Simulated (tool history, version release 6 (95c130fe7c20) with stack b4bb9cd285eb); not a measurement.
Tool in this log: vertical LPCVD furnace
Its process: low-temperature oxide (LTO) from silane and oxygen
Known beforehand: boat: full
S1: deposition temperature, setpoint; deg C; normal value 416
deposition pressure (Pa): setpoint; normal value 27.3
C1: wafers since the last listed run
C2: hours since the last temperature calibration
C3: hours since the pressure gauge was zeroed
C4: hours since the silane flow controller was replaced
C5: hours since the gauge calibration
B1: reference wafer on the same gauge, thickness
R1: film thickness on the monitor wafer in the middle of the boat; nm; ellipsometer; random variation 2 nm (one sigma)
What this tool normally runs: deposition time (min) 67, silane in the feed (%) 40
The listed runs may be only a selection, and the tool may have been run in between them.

Run 1, hour 0: usual settings; C1 0; C2 1380.1; C3 3506.5; C4 3590.5; C5 894.5; B1 794.45. Result: R1 722.62 nm.
Run 2, hour 35.8: usual settings; C1 397; C2 1415.9; C3 3542.3; C4 3626.3; C5 930.3; B1 795.25. Result: R1 719.94 nm.
Run 3, hour 60.7: usual settings but S1 419 deg C, deposition pressure (Pa) 24; C1 276; C2 1440.8; C3 3567.2; C4 3651.2; C5 955.2; B1 794.92. Result: R1 652.25 nm.
At hour 105.9: pressure gauge zeroed.
Run 4, hour 106.4: usual settings but silane in the feed (%) 42; C1 240; C2 1486.5; C3 0.5; C4 3696.9; C5 1000.9; B1 795.07. Result: R1 760.57 nm.
Run 5, hour 113.2: usual settings but silane in the feed (%) 42; C1 75; C2 1493.3; C3 7.3; C4 3703.7; C5 1007.7; B1 795.38. Result: R1 760.84 nm.
Run 6, hour 148.4: usual settings but silane in the feed (%) 42; C1 390; C2 1528.5; C3 42.5; C4 3738.9; C5 1042.9; B1 794.91. Result: R1 762.12 nm.
Run 7, hour 171.9: usual settings; C1 260; C2 1552; C3 66; C4 3762.4; C5 1066.4; B1 795.22. Result: R1 720.12 nm.
Run 8, hour 195.1: usual settings but deposition pressure (Pa) 25.3; C1 257; C2 1575.2; C3 89.2; C4 3785.6; C5 1089.6; B1 795.16. Result: R1 666.46 nm.
Run 9, hour 225.5: usual settings but deposition pressure (Pa) 25.3; C1 337; C2 1605.6; C3 119.6; C4 3816; C5 1120; B1 795.08. Result: R1 669.34 nm.
Run 10, hour 248.3: usual settings; C1 253; C2 1628.4; C3 142.4; C4 3838.8; C5 1142.8; B1 794.98. Result: R1 719.44 nm.
Run 11, hour 267.5: usual settings but S1 405 deg C, silane in the feed (%) 34; C1 213; C2 1647.6; C3 161.6; C4 3858; C5 1162; B1 795.54. Result: R1 522.38 nm.
At hour 289.9: gauge calibrated.
Run 12, hour 297.5: usual settings; C1 333; C2 1677.6; C3 191.6; C4 3888; C5 7.6; B1 794.94. Result: R1 723.49 nm.
Run 13, hour 325.4: usual settings but S1 428 deg C, deposition pressure (Pa) 30.7; C1 309; C2 1705.5; C3 219.5; C4 3915.9; C5 35.5; B1 795.42. Result: R1 911.5 nm.
Run 14, hour 351.9: usual settings but deposition pressure (Pa) 22.7, silane in the feed (%) 47; C1 294; C2 1732; C3 246; C4 3942.4; C5 62; B1 794.62. Result: R1 705.08 nm.
Run 15, hour 380.4: usual settings but deposition pressure (Pa) 34; C1 316; C2 1760.5; C3 274.5; C4 3970.9; C5 90.5; B1 795.18. Result: R1 901.18 nm.
Run 16, hour 399.7: usual settings but silane in the feed (%) 36; C1 214; C2 1779.8; C3 293.8; C4 3990.2; C5 109.8; B1 795.08. Result: R1 637.27 nm.
Run 17, hour 433.9: usual settings but silane in the feed (%) 37; C1 379; C2 1814; C3 328; C4 4024.4; C5 144; B1 794.43. Result: R1 660.83 nm.
Run 18, hour 459.6: usual settings; C1 285; C2 1839.7; C3 353.7; C4 4050.1; C5 169.7; B1 795.45. Result: R1 723.72 nm.
At hour 485.9: thermocouples replaced and temperature profile calibrated.
Run 19, hour 541.4: usual settings but S1 421 deg C, deposition pressure (Pa) 32; C1 641; C2 55.5; C3 435.5; C4 4131.9; C5 251.5; B1 795.24. Result: R1 858.46 nm.
At hour 572.9: silane flow controller replaced.
Run 20, hour 573.4: usual settings but S1 404 deg C, deposition pressure (Pa) 23.3, deposition time (min) 91, silane in the feed (%) 43; C1 88; C2 87.5; C3 467.5; C4 0.5; C5 283.5; B1 795.38. Result: R1 769.94 nm.
Run 21, hour 601.2: usual settings; C1 308; C2 115.3; C3 495.3; C4 28.3; C5 311.3; B1 795.25. Result: R1 695.6 nm.
Run 22, hour 627.4: usual settings; C1 290; C2 141.5; C3 521.5; C4 54.5; C5 337.5; B1 794.33. Result: R1 698.69 nm.
Run 23, hour 648.9: usual settings but deposition pressure (Pa) 24, deposition time (min) 85; C1 238; C2 163; C3 543; C4 76; C5 359; B1 794.68. Result: R1 777.11 nm.
Run 24, hour 672.1: usual settings but deposition pressure (Pa) 30.7, deposition time (min) 41, silane in the feed (%) 43; C1 257; C2 186.2; C3 566.2; C4 99.2; C5 382.2; B1 794.68. Result: R1 523.08 nm.
Run 25, hour 704.8: usual settings but deposition pressure (Pa) 25.3, deposition time (min) 85, silane in the feed (%) 45; C1 363; C2 218.9; C3 598.9; C4 131.9; C5 414.9; B1 794.91. Result: R1 935.73 nm.
Run 26, hour 720.1: usual settings but deposition pressure (Pa) 25.3; C1 169; C2 234.2; C3 614.2; C4 147.2; C5 430.2; B1 794.84. Result: R1 653.35 nm.
Run 27, hour 740.5: usual settings but S1 426 deg C, deposition pressure (Pa) 32, deposition time (min) 46, silane in the feed (%) 43; C1 226; C2 254.6; C3 634.6; C4 167.6; C5 450.6; B1 795.13. Result: R1 673.82 nm.
Run 28, hour 770.6: usual settings but S1 411 deg C, deposition pressure (Pa) 32.7, deposition time (min) 60, silane in the feed (%) 44; C1 334; C2 284.7; C3 664.7; C4 197.7; C5 480.7; B1 794.96. Result: R1 793.41 nm.
Run 29, hour 796: usual settings; C1 282; C2 310.1; C3 690.1; C4 223.1; C5 506.1; B1 794.99. Result: R1 706.52 nm.
Run 30, hour 830.7: usual settings but silane in the feed (%) 33; C1 385; C2 344.8; C3 724.8; C4 257.8; C5 540.8; B1 795.54. Result: R1 558.45 nm.
Run 31, hour 856.4: usual settings but deposition pressure (Pa) 23.3, deposition time (min) 86, silane in the feed (%) 36; C1 285; C2 370.5; C3 750.5; C4 283.5; C5 566.5; B1 795.09. Result: R1 679.65 nm.

Below, each run's measurement less what the same run would have read without the hidden state. Both values contain the same run-to-run variation, but the gauge's scatter may not be the same in both:
The tool's hidden condition here consists of: true tube temperature minus thermocouple reading, K; true pressure minus gauge reading, mTorr; deviation of the silane flow from its setpoint, %; gauge reads high (%).
run      R1
  1  +27.91
  2  +27.99
  3  +25.18
  4  +29.45
  5  +29.49
  6   +29.7
  7   +28.6
  8  +26.55
  9  +26.78
 10  +28.87
 11  +22.92
 12   +29.2
 13  +35.27
 14  +27.08
 15  +36.69
 16  +26.81
 17  +27.68
 18  +29.68
 19   +4.09
 20   +5.37
 21   +5.87
 22   +6.91
 23   +8.58
 24   +6.25
 25  +12.45
 26   +9.52
 27   +9.82
 28   +13.2
 29  +12.65
 30  +11.38
 31  +14.22
